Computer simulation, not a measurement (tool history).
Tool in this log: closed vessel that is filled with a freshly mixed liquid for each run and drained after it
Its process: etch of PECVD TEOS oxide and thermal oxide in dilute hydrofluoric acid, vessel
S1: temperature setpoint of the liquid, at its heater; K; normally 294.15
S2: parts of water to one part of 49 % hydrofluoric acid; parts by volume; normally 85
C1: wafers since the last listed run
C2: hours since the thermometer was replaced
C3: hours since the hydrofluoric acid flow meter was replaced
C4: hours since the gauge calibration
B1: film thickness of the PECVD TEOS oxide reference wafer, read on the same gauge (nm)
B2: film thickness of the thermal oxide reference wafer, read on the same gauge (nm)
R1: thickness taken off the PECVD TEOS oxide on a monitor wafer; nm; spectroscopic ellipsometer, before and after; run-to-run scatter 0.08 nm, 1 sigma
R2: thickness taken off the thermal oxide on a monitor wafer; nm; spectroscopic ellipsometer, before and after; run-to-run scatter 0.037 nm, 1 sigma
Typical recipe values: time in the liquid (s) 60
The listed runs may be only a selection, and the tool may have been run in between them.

Run 1, hour 0: usual settings; C1 0; C2 622.7; C3 661.1; C4 539.2; B1 60; B2 50.011. Result: R1 12.23 nm, R2 2.601 nm.
Run 2, hour 46.6: usual settings; C1 6372; C2 669.3; C3 707.7; C4 585.8; B1 59.98; B2 50.007. Result: R1 12.13 nm, R2 2.675 nm.
Run 3, hour 210: usual settings; C1 22344; C2 832.7; C3 871.1; C4 749.2; B1 60.01; B2 50.006. Result: R1 11.96 nm, R2 2.696 nm.
Run 4, hour 238.2: usual settings; C1 3856; C2 860.9; C3 899.3; C4 777.4; B1 59.99; B2 49.989. Result: R1 12.2 nm, R2 2.729 nm.
Run 5, hour 262.7: usual settings; C1 3350; C2 885.4; C3 923.8; C4 801.9; B1 60.02; B2 50.002. Result: R1 12.04 nm, R2 2.549 nm.
Run 6, hour 301.3: usual settings; C1 5278; C2 924; C3 962.4; C4 840.5; B1 60; B2 49.984. Result: R1 12.09 nm, R2 2.634 nm.
Run 7, hour 358.3: usual settings; C1 7794; C2 981; C3 1019.4; C4 897.5; B1 60.03; B2 49.976. Result: R1 12.25 nm, R2 2.629 nm.
Run 8, hour 389.3: usual settings; C1 4239; C2 1012; C3 1050.4; C4 928.5; B1 60; B2 49.975. Result: R1 12.01 nm, R2 2.643 nm.
Run 9, hour 455: usual settings but S1 290.15 K, S2 70 parts by volume; C1 8984; C2 1077.7; C3 1116.1; C4 994.2; B1 60.01; B2 50.009. Result: R1 12.6 nm, R2 2.761 nm.
Run 10, hour 501.1: usual settings but S2 50 parts by volume, time in the liquid (s) 75; C1 6304; C2 1123.8; C3 1162.2; C4 1040.3; B1 60; B2 50.001. Result: R1 26.56 nm, R2 5.766 nm.
Run 11, hour 572.3: usual settings but S1 290.15 K; C1 9736; C2 1195; C3 1233.4; C4 1111.5; B1 59.99; B2 49.998. Result: R1 10.28 nm, R2 2.191 nm.
At hour 648.8: hydrofluoric acid flow meter replaced.
Run 12, hour 708.3: usual settings but S1 298.65 K, time in the liquid (s) 50; C1 18460; C2 1331; C3 59.5; C4 1247.5; B1 60; B2 50.001. Result: R1 12.51 nm, R2 2.652 nm.
At hour 732.7: thermometer replaced.
Run 13, hour 769.9: usual settings but S1 296.65 K, S2 70 parts by volume, time in the liquid (s) 85; C1 8286; C2 37.2; C3 121.1; C4 1309.1; B1 60.02; B2 49.998. Result: R1 24.06 nm, R2 5.271 nm.
At hour 792: gauge calibrated.
Run 14, hour 795.2: usual settings but S1 295.65 K, S2 70 parts by volume, time in the liquid (s) 35; C1 3459; C2 62.5; C3 146.4; C4 3.2; B1 60.01; B2 49.981. Result: R1 9.45 nm, R2 2.074 nm.
Run 15, hour 819.3: usual settings but S1 296.15 K, time in the liquid (s) 90; C1 3295; C2 86.6; C3 170.5; C4 27.3; B1 60; B2 50.008. Result: R1 20.19 nm, R2 4.348 nm.
Run 16, hour 870.5: usual settings; C1 7001; C2 137.8; C3 221.7; C4 78.5; B1 59.99; B2 50.016. Result: R1 12.37 nm, R2 2.69 nm.
Run 17, hour 935.9: usual settings but S1 291.15 K, S2 120 parts by volume; C1 8943; C2 203.2; C3 287.1; C4 143.9; B1 60.03; B2 49.988. Result: R1 7.38 nm, R2 1.599 nm.
Run 18, hour 1006.7: usual settings but time in the liquid (s) 50; C1 9681; C2 274; C3 357.9; C4 214.7; B1 60.01; B2 50.005. Result: R1 10.31 nm, R2 2.171 nm.
Run 19, hour 1040.2: usual settings; C1 4581; C2 307.5; C3 391.4; C4 248.2; B1 59.99; B2 49.996. Result: R1 12.26 nm, R2 2.714 nm.
Run 20, hour 1069.5: usual settings; C1 4006; C2 336.8; C3 420.7; C4 277.5; B1 60.04; B2 50.001. Result: R1 12.31 nm, R2 2.686 nm.
Run 21, hour 1140.8: usual settings but S1 297.65 K, time in the liquid (s) 30; C1 9750; C2 408.1; C3 492; C4 348.8; B1 60; B2 49.986. Result: R1 7.05 nm, R2 1.53 nm.
Run 22, hour 1201.9: usual settings but S1 292.15 K, S2 100 parts by volume; C1 8355; C2 469.2; C3 553.1; C4 409.9; B1 60.02; B2 49.997. Result: R1 9.56 nm, R2 2.039 nm.
Run 23, hour 1247: usual settings but S2 100 parts by volume; C1 6167; C2 514.3; C3 598.2; C4 455; B1 59.98; B2 49.983. Result: R1 10.2 nm, R2 2.178 nm.
Run 24, hour 1317: usual settings but S1 292.65 K, S2 50 parts by volume, time in the liquid (s) 35; C1 9572; C2 584.3; C3 668.2; C4 525; B1 60; B2 50.001. Result: R1 11.71 nm, R2 2.647 nm.
Run 25, hour 1387.6: usual settings but S1 291.65 K, S2 115 parts by volume, time in the liquid (s) 80; C1 9654; C2 654.9; C3 738.8; C4 595.6; B1 59.99; B2 49.987. Result: R1 10.43 nm, R2 2.318 nm.
Run 26, hour 1448.5: usual settings; C1 8327; C2 715.8; C3 799.7; C4 656.5; B1 60.03; B2 49.975. Result: R1 12.18 nm, R2 2.625 nm.

4 options for the next run, each taken on its own from the tool as it stands now. Forecast them:
Run A, hour 1449.2: usual settings; C1 95; C2 716.5; C3 800.4; C4 657.2; B1 ?; B2 ?. Result: R1 ?, R2 ?.
Run B, hour 1449.2: usual settings but S1 297.15 K, S2 105 parts by volume; C1 95; C2 716.5; C3 800.4; C4 657.2; B1 ?; B2 ?. Result: R1 ?, R2 ?.
Run C, hour 1449.2: usual settings but S1 292.65 K, S2 50 parts by volume, time in the liquid (s) 95; C1 95; C2 716.5; C3 800.4; C4 657.2; B1 ?; B2 ?. Result: R1 ?, R2 ?.
Run D, hour 1449.2: usual settings but S2 110 parts by volume, time in the liquid (s) 75; C1 95; C2 716.5; C3 800.4; C4 657.2; B1 ?; B2 ?. Result: R1 ?, R2 ?.

run     B1      B2     R1     R2
  A  59.98  49.994  12.24  2.639
  B  59.98  49.994  10.91  2.353
  C  59.98  49.994  32.26  6.959
  D  59.98  49.994  11.48  2.476
With the hidden condition removed and each run's random variation left untouched, the same runs would have given:
run     R1     R2
  A  12.49  2.694
  B  11.14  2.403
  C   32.9  7.098
  D  11.72  2.529
